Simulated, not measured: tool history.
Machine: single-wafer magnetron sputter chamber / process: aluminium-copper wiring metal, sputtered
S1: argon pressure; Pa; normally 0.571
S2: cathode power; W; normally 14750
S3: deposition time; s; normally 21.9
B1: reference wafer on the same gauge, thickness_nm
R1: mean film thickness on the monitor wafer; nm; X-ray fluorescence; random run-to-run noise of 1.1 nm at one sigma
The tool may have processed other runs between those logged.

run	hour	S1	S2	S3	B1	R1
1	0	0.571	14750	24.8	502.237	644.497
2	156.9	0.424	14750	21.9	502.098	614.247
3	222.8	0.424	14750	21.9	501.853	612.288
4	270.8	0.637	14750	21.9	502.103	546.454
# hour 344.5: sputter target and shields replaced
5	345	0.571	14750	21.9	501.42	572.254
6	554.5	0.571	14750	21.9	501.877	571.495
7	637.8	0.571	14750	21.9	502.061	570.244
# hour 657.2: magnet pack replaced
8	699.7	0.571	14750	21.9	501.967	569.836
9	727.6	0.571	15650	21.9	501.883	600.612
# hour 781.9: sputter target and shields replaced
10	782.4	0.571	14750	21.9	501.925	572.39
11	836.9	0.571	14750	21.9	502.29	573.139
12	893	0.571	14750	21.9	502.122	574.543
13	961.9	0.571	14750	21.9	502.616	573.799
14	1005.8	0.571	14750	21.9	502.087	572.561
15	1053.2	0.571	14750	21.9	501.82	568.289
16	1080.8	0.571	14750	21.9	501.909	571.558
17	1143.5	0.571	17450	23.5	502.006	720.029
# hour 1156.7: capacitance manometer re-zeroed and calibrated
# hour 1219.8: gauge calibrated
# hour 1240.7: sputter target and shields replaced
18	1258.4	0.571	14750	21.9	502.113	551.098
19	1287.1	0.709	17600	21.9	501.945	605.262
20	1355.7	0.756	11750	24.7	502.173	447.993
21	1402.1	0.764	14750	19.7	501.721	444.498
22	1433.8	0.728	12800	21.9	501.308	438.552
23	1475.7	0.571	14750	21.9	501.991	551.702
24	1537.3	0.503	14750	19.3	501.717	504.805
25	1600.3	0.401	16350	17.6	502.201	539.921
# hour 1643.4: sputter target and shields replaced
26	1651.4	0.571	17900	21.9	502.194	671.167
27	1805.8	0.571	13600	21.9	502.341	514.435
28	1836.2	0.744	14750	19.5	502.072	451.135
29	1880.4	0.571	14750	21.9	501.236	557.182
30	1928.5	0.571	14750	17.8	501.907	453.171
31	1993.7	0.396	14750	21.9	501.348	613.073
32	2058	0.452	17100	20.2	501.825	628.64
# hour 2068.1: sputter target and shields replaced
33	2095.1	0.571	12400	21.9	502.412	472.28
34	2127.6	0.571	14750	23.7	502.181	605.428

Hidden state, per run?
gauge reads high (%): 0, the same for each run
H1: deposition rate above that of a new target (%)
H2: true argon pressure above the setpoint (%)
run	H1	H2
1	-0.159	-11.4
2	-0.463	-11.6
3	-0.689	-11.6
4	-0.89	-11.7
5	-0.12	-11.7
6	-0.417	-11.9
7	-0.698	-12
8	-0.968	-12
9	-1.11	-12
10	-0.0888	-12
11	-0.109	-12.1
12	-0.172	-12.1
13	-0.307	-12.1
14	-0.426	-12.1
15	-0.583	-12.2
16	-0.689	-12.2
17	-0.968	-12.2
18	-0.0768	-0.39
19	-0.0891	-0.664
20	-0.164	-1.29
21	-0.25	-1.68
22	-0.325	-1.94
23	-0.446	-2.27
24	-0.666	-2.74
25	-0.943	-3.18
26	-0.0409	-3.52
27	-0.218	-4.44
28	-0.29	-4.61
29	-0.418	-4.84
30	-0.587	-5.08
31	-0.865	-5.38
32	-1.2	-5.67
33	-0.08	-5.82
34	-0.0989	-5.95
